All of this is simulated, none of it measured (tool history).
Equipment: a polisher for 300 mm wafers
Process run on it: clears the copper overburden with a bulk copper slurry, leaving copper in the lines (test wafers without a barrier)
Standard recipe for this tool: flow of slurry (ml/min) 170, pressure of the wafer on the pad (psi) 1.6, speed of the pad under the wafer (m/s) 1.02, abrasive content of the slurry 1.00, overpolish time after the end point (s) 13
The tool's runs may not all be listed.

run,hour,flow of slurry (ml/min),pressure of the wafer on the pad (psi),speed of the pad under the wafer (m/s),abrasive content of the slurry,overpolish time after the end point (s),wafers since the last listed run,wafers polished on this pad,hours since the slurry nozzle was cleaned,hours since the head pressure was calibrated,hours since the slurry blender was calibrated,"incoming thickness of the incoming film, nm",time until the end point was called (s),dishing of a wide line in a test structure (angstrom)
1,0.0,170,1.6,1.02,1.00,13,0,358,490.6,1169.5,175.5,463.3,79.0,341
2,15.4,200,1.6,1.02,1.00,13,94,452,506.0,1184.9,190.9,464.2,77.3,342
3,25.0,200,1.6,1.02,1.00,13,58,510,515.6,1194.5,200.5,462.0,77.0,344
4,36.1,170,1.6,1.02,0.80,13,67,578,526.7,1205.6,211.6,464.7,82.0,335
5,44.3,170,1.6,1.02,0.90,13,50,628,534.9,1213.8,219.8,465.0,79.6,325
6,95.6,170,1.6,1.02,0.90,13,313,941,586.2,1265.1,271.1,461.0,77.8,332
7,107.5,170,1.6,1.02,0.90,13,72,1014,598.1,1277.0,283.0,462.3,79.9,346
8,115.7,170,1.6,1.02,0.90,10,50,1064,606.3,1285.2,291.2,461.0,78.9,285
9,131.9,170,1.6,1.02,0.90,10,98,1163,622.5,1301.4,307.4,468.7,80.6,288
# hour 144.7: worn pad replaced by a new one
10,148.3,170,1.6,1.02,0.90,10,75,21,638.9,1317.8,323.8,461.6,81.2,297
11,163.6,195,1.6,1.02,1.00,13,93,115,654.2,1333.1,339.1,463.4,76.0,331
12,179.9,195,1.6,1.02,1.00,13,99,214,670.5,1349.4,355.4,462.9,76.8,338
13,190.8,155,1.9,1.02,1.00,7,66,281,681.4,1360.3,366.3,461.9,68.2,263
# hour 195.1: head pressure recalibrated
14,200.4,170,1.6,1.02,1.00,13,46,327,691.0,5.3,375.9,472.3,81.4,334
# hour 204.1: slurry blender recalibrated
15,216.1,150,1.6,1.02,1.00,13,83,411,706.7,21.0,12.0,460.0,78.4,337
16,232.0,170,1.6,1.02,1.00,13,97,508,722.6,36.9,27.9,468.9,80.5,331
17,245.0,170,1.6,0.76,1.10,8,79,587,735.6,49.9,40.9,464.8,100.9,215
18,252.9,170,2.0,1.02,1.00,15,48,636,743.5,57.8,48.8,473.4,65.5,394
# hour 257.6: slurry nozzle cleaned
19,262.4,170,1.6,1.02,1.00,13,51,688,4.8,67.3,58.3,470.6,80.3,332
20,273.7,170,1.6,1.02,1.00,16,68,757,16.1,78.6,69.6,467.1,78.2,363
21,282.3,170,1.6,1.02,1.00,5,52,809,24.7,87.2,78.2,458.1,78.1,181
22,299.3,170,1.6,1.02,1.10,13,103,913,41.7,104.2,95.2,460.2,76.5,341
23,306.2,135,1.6,1.02,0.75,18,42,955,48.6,111.1,102.1,466.9,85.9,372
# hour 323.8: worn pad replaced by a new one
24,324.3,170,1.0,0.74,1.00,13,86,3,66.7,129.2,120.2,469.3,167.5,206
25,332.2,170,1.6,1.02,1.00,20,48,51,74.6,137.1,128.1,461.3,79.3,393
26,349.7,170,1.6,1.02,1.00,13,106,158,92.1,154.6,145.6,474.0,80.6,337
27,363.4,170,1.1,1.20,1.00,13,83,241,105.8,168.3,159.3,468.3,101.1,280
28,380.8,115,1.6,1.02,1.00,13,106,348,123.2,185.7,176.7,472.1,86.2,324
29,396.6,170,1.6,1.02,0.90,10,96,444,139.0,201.5,192.5,466.0,81.6,291

Branching from run 29: 4 alternative next runs. What would each branch give?
A,397.1,170,1.6,1.02,1.00,13,3,447,139.5,202.0,193.0,471.6,?,?
B,397.1,170,1.6,1.02,1.00,11,3,447,139.5,202.0,193.0,471.6,?,?
C,397.1,145,2.0,1.02,1.00,8,3,447,139.5,202.0,193.0,471.6,?,?
D,397.1,170,1.6,1.02,1.00,9,3,447,139.5,202.0,193.0,471.6,?,?

run,time until the end point was called (s),dishing of a wide line in a test structure (angstrom)
A,80.7,330
B,80.7,303
C,66.5,288
D,80.7,270
With the hidden condition removed and each run's random variation left untouched, the same runs would have given:
run,time until the end point was called (s),dishing of a wide line in a test structure (angstrom)
A,80.7,330
B,80.7,303
C,66.5,288
D,80.7,270
